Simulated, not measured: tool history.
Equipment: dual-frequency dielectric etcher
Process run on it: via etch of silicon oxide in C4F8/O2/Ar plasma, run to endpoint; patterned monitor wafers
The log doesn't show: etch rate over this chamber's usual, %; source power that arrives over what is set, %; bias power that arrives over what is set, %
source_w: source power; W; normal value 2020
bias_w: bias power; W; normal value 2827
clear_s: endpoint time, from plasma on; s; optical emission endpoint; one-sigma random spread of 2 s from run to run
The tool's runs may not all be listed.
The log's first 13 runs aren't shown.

run     day  source_w  bias_w  wafers since the last listed run  hours since the last wet clean  hours since the last source power generator calibration  hours since the last bias power generator calibration  hours since the last upper electrode change  incoming incoming film thickness, nm  clear_s
      6.633  -- wet clean of the chamber
 14   6.654      2250    2581                                33                             0.5                                                     3792                                                 3955.5                                        114.5                                1330.4    255.5
 15   6.675      1630    2827                                 3                               1                                                   3792.5                                                   3956                                          115                                1312.9    276.6
 16   6.858      2390    3416                                27                             5.4                                                   3796.9                                                 3960.4                                        119.4                                1312.7    225.9
 17   7.479      2500    3302                                93                            20.3                                                   3811.8                                                 3975.3                                        134.3                                1315.5    230.3
 18   7.867      2440    2827                                58                            29.6                                                   3821.1                                                 3984.6                                        143.6                                1306.4    237.9
 19   8.271      2020    3234                                61                            39.3                                                   3830.8                                                 3994.3                                        153.3                                1309.6    243.4
 20   8.608      1760    2273                                50                            47.4                                                   3838.9                                                 4002.4                                        161.4                                1322.1    289.6
      9.042  -- bias power generator calibrated
 21   9.062      1870    2187                                43                            58.3                                                   3849.8                                                    0.5                                        172.3                                1315.4    283.5
      9.746  -- source power generator calibrated
 22   9.767      1850    3385                                81                            75.2                                                      0.5                                                   17.4                                        189.2                                1293.7    252.3
 23  10.408      2370    3382                                96                            90.6                                                     15.9                                                   32.8                                        204.6                                1315.9    233.6
 24  11.075      2430    2625                               100                           106.6                                                     31.9                                                   48.8                                        220.6                                1317.5      250
 25  11.467      2020    2827                                59                             116                                                     41.3                                                   58.2                                          230                                  1309    256.8
 26   12.15      2020    2827                               103                           132.4                                                     57.7                                                   74.6                                        246.4                                1321.2    265.3
 27  12.854      2190    3163                               106                           149.3                                                     74.6                                                   91.5                                        263.3                                1302.4    242.9
 28  13.588      1860    3407                               110                           166.9                                                     92.2                                                  109.1                                        280.9                                1311.6    252.2
 29  14.079      1690    2827                                74                           178.7                                                      104                                                  120.9                                        292.7                                1302.7      277
 30  14.433      2020    2617                                53                           187.2                                                    112.5                                                  129.4                                        301.2                                1325.7    270.3
 31  14.833      2020    3406                                60                           196.8                                                    122.1                                                    139                                        310.8                                1307.2    245.2
 32  15.371      2020    2646                                81                           209.7                                                      135                                                  151.9                                        323.7                                1314.3    264.9
 33  15.962      1600    2358                                89                           223.9                                                    149.2                                                  166.1                                        337.9                                1314.1    297.1
 34  16.658      2020    2827                               105                           240.6                                                    165.9                                                  182.8                                        354.6                                1308.6    263.7
 35   16.95      2240    2397                                44                           247.6                                                    172.9                                                  189.8                                        361.6                                1315.1    262.8

Here are 4 independent what-if runs from the current tool condition. What would each one return?
  A  16.971      2020    3038                                 3                           248.1                                                    173.4                                                  190.3                                        362.1                                1317.7        ?
  B  16.971      2160    2415                                 3                           248.1                                                    173.4                                                  190.3                                        362.1                                1317.7        ?
  C  16.971      2160    2231                                 3                           248.1                                                    173.4                                                  190.3                                        362.1                                1317.7        ?
  D  16.971      1720    3221                                 3                           248.1                                                    173.4                                                  190.3                                        362.1                                1317.7        ?

run  clear_s
  A    254.7
  B    263.9
  C    269.1
  D      265
Without the tool's unlogged condition, the same runs would have read:
run  clear_s
  A    246.6
  B    255.6
  C    260.6
  D    256.6
